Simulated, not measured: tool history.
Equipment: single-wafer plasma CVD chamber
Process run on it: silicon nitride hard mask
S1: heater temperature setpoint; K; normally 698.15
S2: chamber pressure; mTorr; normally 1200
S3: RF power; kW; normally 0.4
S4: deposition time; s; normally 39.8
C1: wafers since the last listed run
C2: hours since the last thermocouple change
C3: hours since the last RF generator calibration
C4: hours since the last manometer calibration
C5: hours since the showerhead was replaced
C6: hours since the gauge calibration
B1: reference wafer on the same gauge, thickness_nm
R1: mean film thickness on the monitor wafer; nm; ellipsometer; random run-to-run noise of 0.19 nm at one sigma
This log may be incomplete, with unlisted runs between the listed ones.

run   hour      S1    S2     S3    S4    C1      C2      C3      C4      C5     C6      B1      R1
  1      0  698.15  1200    0.4  39.8     0  1145.5   886.1   818.6  3105.8  205.1  49.148  51.029
  2   16.9  698.15  1200    0.4  39.8   340  1162.4     903   835.5  3122.7    222  49.193  50.989
  3   42.4  698.15  1200    0.4  39.8   514  1187.9   928.5     861  3148.2  247.5  49.219  51.162
  4   74.1  698.15  1200    0.4  39.8   639  1219.6   960.2   892.7  3179.9  279.2  49.235  51.071
      85.4  -- gauge calibrated
  5  107.9  698.15  1200    0.4  43.2   681  1253.4     994   926.5  3213.7   22.5  48.795  54.757
  6  123.3  698.15  1200    0.4  39.8   310  1268.8  1009.4   941.9  3229.1   37.9  48.857  50.917
  7  158.7  698.15  1200    0.4  39.8   714  1304.2  1044.8   977.3  3264.5   73.3  48.975  51.014
  8  192.3  698.15  1200    0.4  39.8   677  1337.8  1078.4  1010.9  3298.1  106.9  49.002  51.215
  9  219.3  698.15  1200    0.4  39.8   544  1364.8  1105.4  1037.9  3325.1  133.9  49.109   51.42
       237  -- capacitance manometer re-zeroed and calibrated
 10  253.7  698.15  1200    0.4  39.8   532  1399.2  1139.8    16.7  3359.5  168.3  49.155  50.869
 11  279.4  698.15  1200    0.4  39.8   518  1424.9  1165.5    42.4  3385.2    194  49.175  51.156
       359  -- RF generator calibrated
 12  384.6  698.15  1400    0.4    36  1960  1530.1    25.6   147.6  3490.4  299.2  49.187   48.94
     395.4  -- showerhead replaced
     408.8  -- thermocouple changed; heater temperature recalibrated
 13  412.1  698.15  1200    0.4  39.8   231     3.3    53.1   175.1    16.7  326.7  49.274  51.515
 14  436.5  704.15  1200  0.365  39.8   492    27.7    77.5   199.5    41.1  351.1  49.272  47.635
     454.3  -- gauge calibrated
 15  467.7  698.15   930    0.4  32.6   629    58.9   108.7   230.7    72.3   13.4  48.574  36.867
 16  494.2  689.15  1350   0.33  39.8   534    85.4   135.2   257.2    98.8   39.9  48.632  45.723
 17  529.2  698.15  1200    0.4  39.8   705   120.4   170.2   292.2   133.8   74.9  48.785    50.8
 18  548.6  698.15  1200  0.425  47.3   391   139.8   189.6   311.6   153.2   94.3  48.864  63.026
 19  571.9  698.15  1200    0.4  43.6   469   163.1   212.9   334.9   176.5  117.6  48.853  55.903

Forecast each of these 3 alternatives for the next run:
  A  572.3  698.15  1200   0.4  39.8   8  163.5  213.3  335.3  176.9  118   ?   ?
  B  572.3  692.15  1200  0.34  39.8   8  163.5  213.3  335.3  176.9  118   ?   ?
  C  572.3  684.15  1380  0.33  39.8   8  163.5  213.3  335.3  176.9  118   ?   ?

run      B1      R1
  A  48.858  51.109
  B  48.858  45.143
  C  48.858  46.597
With the hidden condition removed and each run's random variation left untouched, the same runs would have given:
run      R1
  A  50.821
  B  44.888
  C  46.334

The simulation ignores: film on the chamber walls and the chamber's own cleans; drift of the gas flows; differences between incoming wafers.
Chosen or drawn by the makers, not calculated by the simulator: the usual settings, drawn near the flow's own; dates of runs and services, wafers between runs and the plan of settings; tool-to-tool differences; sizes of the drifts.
